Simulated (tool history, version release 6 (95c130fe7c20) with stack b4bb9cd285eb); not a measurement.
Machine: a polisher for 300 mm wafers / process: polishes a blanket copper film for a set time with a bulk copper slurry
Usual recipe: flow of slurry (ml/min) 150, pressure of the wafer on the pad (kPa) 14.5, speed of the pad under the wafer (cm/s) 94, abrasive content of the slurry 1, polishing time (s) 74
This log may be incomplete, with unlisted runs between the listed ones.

run   hour  flow of slurry (ml/min)  pressure of the wafer on the pad (kPa)  speed of the pad under the wafer (cm/s)  abrasive content of the slurry  polishing time (s)  wafers since the last listed run  wafers polished on this pad  hours since the slurry nozzle was cleaned  hours since the head pressure was calibrated  hours since the slurry blender was calibrated  incoming thickness of the incoming film, nm  film removed (angstrom)
  1      0                      170                                    16.5                                       94                               1                  74                                 0                          175                                      340.6                                         214.2                                           56.2                                       2512.2                     6204
  2   17.4                      170                                    16.5                                       94                               1                  74                               131                          307                                        358                                         231.6                                           73.6                                         2457                     6044
  3   45.5                      170                                    16.5                                       94                               1                  74                               212                          519                                      386.1                                         259.7                                          101.7                                         2496                     6019
  4   80.1                      150                                    14.5                                       94                               1                  74                               261                          780                                      420.7                                         294.3                                          136.3                                         2490                     4958
      83.1  -- slurry blender recalibrated
  5  103.7                      150                                    14.5                                       94                               1                  74                               163                          943                                      444.3                                         317.9                                           20.6                                       2509.2                     5295
     117.3  -- worn pad replaced by a new one
  6  117.8                      150                                      11                                       94                               1                  74                                76                            4                                      458.4                                           332                                           34.7                                       2524.2                     4254
  7  129.7                      150                                      11                                       94                               1                  74                                89                           93                                      470.3                                         343.9                                           46.6                                       2451.8                     4177
  8    147                      150                                      11                                       94                               1                  74                               130                          224                                      487.6                                         361.2                                           63.9                                       2497.2                     4049
  9  172.1                      150                                    16.5                                       94                               1                  74                               189                          414                                      512.7                                         386.3                                             89                                       2499.5                     5836
 10  197.1                      150                                    14.5                                       94                               1                  74                               188                          602                                      537.7                                         411.3                                            114                                       2527.5                     5060
 11  215.8                      150                                    14.5                                       94                               1                  74                               141                          743                                      556.4                                           430                                          132.7                                         2464                     4990
     248.2  -- slurry nozzle cleaned
 12  249.1                      150                                    14.5                                       94                               1                  74                               243                          987                                        0.9                                         463.3                                            166                                       2489.8                     4746
     257.5  -- slurry blender recalibrated
     264.1  -- worn pad replaced by a new one
 13  267.2                      150                                    14.5                                       94                               1                  74                                91                           23                                         19                                         481.4                                            9.7                                       2474.1                     5604
 14  293.3                      105                                    14.5                                       94                               1                  86                               197                          220                                       45.1                                         507.5                                           35.8                                       2523.6                     5882
 15  306.3                      150                                    10.3                                       86                            0.75                  52                                98                          318                                       58.1                                         520.5                                           48.8                                       2492.7                     2228
 16  337.8                      125                                    17.2                                       94                            1.25                  74                               237                          556                                       89.6                                           552                                           80.3                                       2498.5                     6376
 17  352.7                      150                                    14.5                                       82                            1.25                  74                               112                          668                                      104.5                                         566.9                                           95.2                                       2515.7                     4841
 18  379.8                      195                                    14.5                                       94                               1                  74                               204                          873                                      131.6                                           594                                          122.3                                       2478.1                     5211
 19  395.9                      150                                    14.5                                       82                               1                  74                               121                          995                                      147.7                                         610.1                                          138.4                                       2507.6                     4211
     405.8  -- head pressure recalibrated
 20  413.5                      150                                    14.5                                       94                               1                  74                               117                         1112                                      165.3                                           7.7                                            156                                       2505.5                     4765
     420.9  -- slurry blender recalibrated
     425.2  -- worn pad replaced by a new one
 21  436.2                      150                                    14.5                                       94                               1                  74                               126                           83                                        188                                          30.4                                           15.3                                       2486.1                     5428
 22  448.9                      150                                    18.6                                       72                               1                  91                                95                          179                                      200.7                                          43.1                                             28                                       2518.2                     6623
 23  483.6                      150                                    14.5                                      116                               1                  74                               261                          440                                      235.4                                          77.8                                           62.7                                       2535.9                     6371
 24    519                      150                                    14.5                                      110                               1                  74                               267                          708                                      270.8                                         113.2                                           98.1                                         2489                     5836
 25  548.3                      150                                    14.5                                       94                               1                  74                               221                          929                                      300.1                                         142.5                                          127.4                                       2538.8                     5011
     564.4  -- worn pad replaced by a new one
 26  566.2                      190                                    14.5                                       84                               1                  74                               104                           13                                        318                                         160.4                                          145.3                                       2526.4                     4736

4 ways to go on from here, each from the tool as it stands after run 26. What would each give?
  A  566.6                      150                                    14.5                                       94                               1                  74                                 3                           16                                      318.4                                         160.8                                          145.7                                       2469.6                        ?
  B  566.6                      150                                    10.3                                       94                               1                  74                                 3                           16                                      318.4                                         160.8                                          145.7                                       2469.6                        ?
  C  566.6                      150                                    14.5                                       94                               1                  61                                 3                           16                                      318.4                                         160.8                                          145.7                                       2469.6                        ?
  D  566.6                      150                                    17.9                                       82                            0.85                  50                                 3                           16                                      318.4                                         160.8                                          145.7                                       2469.6                        ?

run  film removed (angstrom)
  A                     5110
  B                     3650
  C                     4212
  D                     3542
Without the tool's unlogged condition, the same runs would have read:
run  film removed (angstrom)
  A                     5678
  B                     4055
  C                     4680
  D                     3922
